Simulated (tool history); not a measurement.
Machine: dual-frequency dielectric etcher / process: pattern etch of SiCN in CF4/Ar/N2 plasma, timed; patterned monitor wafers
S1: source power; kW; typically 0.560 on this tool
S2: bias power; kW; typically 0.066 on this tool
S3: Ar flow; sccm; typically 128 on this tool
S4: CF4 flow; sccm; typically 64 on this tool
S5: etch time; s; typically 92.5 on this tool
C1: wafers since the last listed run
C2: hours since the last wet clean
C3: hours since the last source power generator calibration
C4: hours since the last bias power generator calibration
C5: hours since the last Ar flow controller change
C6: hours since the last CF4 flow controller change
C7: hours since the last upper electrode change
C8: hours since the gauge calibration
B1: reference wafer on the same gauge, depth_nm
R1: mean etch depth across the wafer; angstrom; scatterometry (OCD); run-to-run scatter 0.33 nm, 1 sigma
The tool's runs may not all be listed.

run 1 hour=0.0 | S1=0.560 S2=0.066 S3=110 S4=64 S5=113.5 | C1=0 C2=562.6 C3=12.8 C4=93.2 C5=2159.2 C6=475.7 C7=2355.5 C8=1937.5 | B1=97.2 | R1=990
-- hour=89.0 gauge calibrated
-- hour=90.8 wet clean of the chamber
run 2 hour=91.3 | S1=0.610 S2=0.066 S3=128 S4=64 S5=92.5 | C1=619 C2=0.5 C3=104.1 C4=184.5 C5=2250.5 C6=567.0 C7=2446.8 C8=2.3 | B1=97.1 | R1=905
run 3 hour=168.7 | S1=0.610 S2=0.066 S3=128 S4=64 S5=92.5 | C1=712 C2=77.9 C3=181.5 C4=261.9 C5=2327.9 C6=644.4 C7=2524.2 C8=79.7 | B1=96.9 | R1=893
run 4 hour=206.2 | S1=0.650 S2=0.066 S3=136 S4=77 S5=92.5 | C1=345 C2=115.4 C3=219.0 C4=299.4 C5=2365.4 C6=681.9 C7=2561.7 C8=117.2 | B1=97.0 | R1=981
run 5 hour=299.0 | S1=0.510 S2=0.074 S3=128 S4=75 S5=92.5 | C1=854 C2=208.2 C3=311.8 C4=392.2 C5=2458.2 C6=774.7 C7=2654.5 C8=210.0 | B1=97.2 | R1=799
-- hour=307.0 Ar flow controller replaced
run 6 hour=398.0 | S1=0.560 S2=0.066 S3=128 S4=76 S5=92.5 | C1=856 C2=307.2 C3=410.8 C4=491.2 C5=91.0 C6=873.7 C7=2753.5 C8=309.0 | B1=97.0 | R1=834
run 7 hour=491.1 | S1=0.560 S2=0.066 S3=110 S4=64 S5=113.5 | C1=857 C2=400.3 C3=503.9 C4=584.3 C5=184.1 C6=966.8 C7=2846.6 C8=402.1 | B1=97.0 | R1=1016
run 8 hour=545.0 | S1=0.560 S2=0.066 S3=128 S4=64 S5=92.5 | C1=496 C2=454.2 C3=557.8 C4=638.2 C5=238.0 C6=1020.7 C7=2900.5 C8=456.0 | B1=97.0 | R1=805
run 9 hour=628.5 | S1=0.560 S2=0.066 S3=128 S4=79 S5=84.5 | C1=768 C2=537.7 C3=641.3 C4=721.7 C5=321.5 C6=1104.2 C7=2984.0 C8=539.5 | B1=97.0 | R1=758
run 10 hour=672.4 | S1=0.560 S2=0.066 S3=128 S4=72 S5=92.5 | C1=404 C2=581.6 C3=685.2 C4=765.6 C5=365.4 C6=1148.1 C7=3027.9 C8=583.4 | B1=97.0 | R1=806
run 11 hour=715.2 | S1=0.560 S2=0.066 S3=128 S4=70 S5=92.5 | C1=394 C2=624.4 C3=728.0 C4=808.4 C5=408.2 C6=1190.9 C7=3070.7 C8=626.2 | B1=97.0 | R1=807
run 12 hour=766.4 | S1=0.430 S2=0.079 S3=128 S4=59 S5=99.5 | C1=471 C2=675.6 C3=779.2 C4=859.6 C5=459.4 C6=1242.1 C7=3121.9 C8=677.4 | B1=97.0 | R1=689
-- hour=793.5 wet clean of the chamber
-- hour=816.4 upper electrode replaced
run 13 hour=862.8 | S1=0.560 S2=0.060 S3=128 S4=64 S5=92.5 | C1=455 C2=69.3 C3=875.6 C4=956.0 C5=555.8 C6=1338.5 C7=46.4 C8=773.8 | B1=97.0 | R1=797
run 14 hour=915.4 | S1=0.560 S2=0.066 S3=117 S4=64 S5=101.5 | C1=484 C2=121.9 C3=928.2 C4=1008.6 C5=608.4 C6=1391.1 C7=99.0 C8=826.4 | B1=96.9 | R1=913
run 15 hour=975.3 | S1=0.560 S2=0.066 S3=108 S4=64 S5=92.5 | C1=551 C2=181.8 C3=988.1 C4=1068.5 C5=668.3 C6=1451.0 C7=158.9 C8=886.3 | B1=96.9 | R1=831
run 16 hour=1046.2 | S1=0.560 S2=0.066 S3=159 S4=64 S5=92.5 | C1=652 C2=252.7 C3=1059.0 C4=1139.4 C5=739.2 C6=1521.9 C7=229.8 C8=957.2 | B1=97.1 | R1=784
run 17 hour=1121.6 | S1=0.560 S2=0.066 S3=152 S4=64 S5=77.5 | C1=694 C2=328.1 C3=1134.4 C4=1214.8 C5=814.6 C6=1597.3 C7=305.2 C8=1032.6 | B1=97.1 | R1=659
run 18 hour=1228.8 | S1=0.560 S2=0.066 S3=128 S4=74 S5=92.5 | C1=986 C2=435.3 C3=1241.6 C4=1322.0 C5=921.8 C6=1704.5 C7=412.4 C8=1139.8 | B1=97.0 | R1=815
run 19 hour=1279.1 | S1=0.560 S2=0.066 S3=128 S4=64 S5=81.5 | C1=463 C2=485.6 C3=1291.9 C4=1372.3 C5=972.1 C6=1754.8 C7=462.7 C8=1190.1 | B1=96.9 | R1=700
run 20 hour=1382.4 | S1=0.560 S2=0.072 S3=128 S4=76 S5=92.5 | C1=950 C2=588.9 C3=1395.2 C4=1475.6 C5=1075.4 C6=1858.1 C7=566.0 C8=1293.4 | B1=97.0 | R1=831
-- hour=1488.7 wet clean of the chamber
run 21 hour=1689.3 | S1=0.560 S2=0.066 S3=128 S4=64 S5=92.5 | C1=2604 C2=200.6 C3=1702.1 C4=1782.5 C5=1382.3 C6=2165.0 C7=872.9 C8=1600.3 | B1=97.1 | R1=800
run 22 hour=1756.6 | S1=0.680 S2=0.066 S3=128 S4=64 S5=109.0 | C1=619 C2=267.9 C3=1769.4 C4=1849.8 C5=1449.6 C6=2232.3 C7=940.2 C8=1667.6 | B1=97.0 | R1=1128

Here are 3 independent what-if runs from the current tool condition. What would each one return?
run A hour=1757.0 | S1=0.560 S2=0.066 S3=128 S4=64 S5=92.5 | C1=3 C2=268.3 C3=1769.8 C4=1850.2 C5=1450.0 C6=2232.7 C7=940.6 C8=1668.0 | B1=? | R1=?
run B hour=1757.0 | S1=0.560 S2=0.076 S3=148 S4=56 S5=71.0 | C1=3 C2=268.3 C3=1769.8 C4=1850.2 C5=1450.0 C6=2232.7 C7=940.6 C8=1668.0 | B1=? | R1=?
run C hour=1757.0 | S1=0.520 S2=0.066 S3=128 S4=64 S5=92.5 | C1=3 C2=268.3 C3=1769.8 C4=1850.2 C5=1450.0 C6=2232.7 C7=940.6 C8=1668.0 | B1=? | R1=?

run=A B1=97.0 R1=803
run=B B1=97.0 R1=617
run=C B1=97.0 R1=749
Stripped of hidden state, with their random variation kept, the same runs would have yielded:
run=A R1=826
run=B R1=634
run=C R1=770
